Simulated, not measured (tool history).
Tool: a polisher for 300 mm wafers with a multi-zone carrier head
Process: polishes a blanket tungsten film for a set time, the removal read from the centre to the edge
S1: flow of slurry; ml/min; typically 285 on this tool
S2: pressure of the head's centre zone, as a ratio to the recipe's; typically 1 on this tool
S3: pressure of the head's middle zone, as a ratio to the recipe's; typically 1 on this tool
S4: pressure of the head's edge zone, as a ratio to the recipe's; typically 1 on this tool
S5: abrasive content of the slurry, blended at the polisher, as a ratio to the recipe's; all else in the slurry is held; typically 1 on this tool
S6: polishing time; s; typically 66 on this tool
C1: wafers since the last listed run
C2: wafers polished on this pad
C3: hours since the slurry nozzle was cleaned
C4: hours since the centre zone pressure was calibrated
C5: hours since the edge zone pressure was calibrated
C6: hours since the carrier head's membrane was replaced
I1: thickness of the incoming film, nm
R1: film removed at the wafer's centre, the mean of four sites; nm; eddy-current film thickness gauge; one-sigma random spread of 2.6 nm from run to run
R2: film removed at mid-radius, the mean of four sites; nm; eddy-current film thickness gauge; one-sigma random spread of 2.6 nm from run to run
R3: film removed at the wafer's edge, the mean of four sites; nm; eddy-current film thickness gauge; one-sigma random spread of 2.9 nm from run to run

| run | hour | S1 | S2 | S3 | S4 | S5 | S6 | C1 | C2 | C3 | C4 | C5 | C6 | I1 | R1 | R2 | R3 |
|---|---|---|---|---|---|---|---|---|---|---|---|---|---|---|---|---|---|
| 1 | 0 | 285 | 1 | 1 | 1 | 1 | 82 | 0 | 1700 | 190.9 | 589 | 1055.5 | 1504.9 | 1074.6 | 360 | 346.1 | 367.4 |
|  | 35.5 | worn pad replaced by a new one |
| 2 | 53.9 | 285 | 1 | 1 | 1 | 1 | 66 | 482 | 178 | 244.8 | 642.9 | 1109.4 | 1558.8 | 1090.2 | 291.6 | 274.4 | 288.5 |
| 3 | 116.9 | 285 | 1 | 1 | 1 | 1 | 66 | 609 | 787 | 307.8 | 705.9 | 1172.4 | 1621.8 | 1097.9 | 289.6 | 273.6 | 286.8 |
| 4 | 181.3 | 285 | 1 | 1 | 1 | 1 | 66 | 622 | 1409 | 372.2 | 770.3 | 1236.8 | 1686.2 | 1078.4 | 286.2 | 278.1 | 288 |
| 5 | 210.2 | 285 | 1 | 1 | 1 | 1 | 66 | 279 | 1689 | 401.1 | 799.2 | 1265.7 | 1715.1 | 1082.9 | 290.4 | 276.7 | 288.2 |
| 6 | 248.2 | 285 | 1 | 1 | 1 | 1 | 66 | 367 | 2056 | 439.1 | 837.2 | 1303.7 | 1753.1 | 1083.6 | 284.1 | 270.6 | 290.3 |
|  | 264.7 | worn pad replaced by a new one |
| 7 | 304.8 | 285 | 1 | 1 | 1 | 1 | 66 | 508 | 387 | 495.7 | 893.8 | 1360.3 | 1809.7 | 1081 | 288.7 | 279.5 | 286.4 |
| 8 | 341.9 | 285 | 0.93 | 1 | 1 | 1 | 66 | 358 | 746 | 532.8 | 930.9 | 1397.4 | 1846.8 | 1075.9 | 268.4 | 269 | 288.1 |
|  | 346.6 | edge zone pressure recalibrated |
| 9 | 390 | 285 | 1 | 1 | 1 | 0.85 | 77 | 445 | 1192 | 580.9 | 979 | 43.4 | 1894.9 | 1085.3 | 324.2 | 309.9 | 329.2 |
|  | 393.8 | centre zone pressure recalibrated |
| 10 | 423.7 | 285 | 1 | 1 | 1 | 1 | 66 | 306 | 1498 | 614.6 | 29.9 | 77.1 | 1928.6 | 1092 | 282 | 271.1 | 287.5 |

Run 11, settings as shown, results not yet in. Your forecast:
| 11 | 472 | 285 | 1 | 1 | 1 | 1 | 66 | 466 | 1965 | 662.9 | 78.2 | 125.4 | 1976.9 | 1080.8 | ? | ? | ? |

{"run 11": {"R1": 283, "R2": 271.9, "R3": 287.7}}
With no hidden state in the tool, this same run would have given R1 293.2 nm, R2 280.7 nm, R3 294.7 nm.
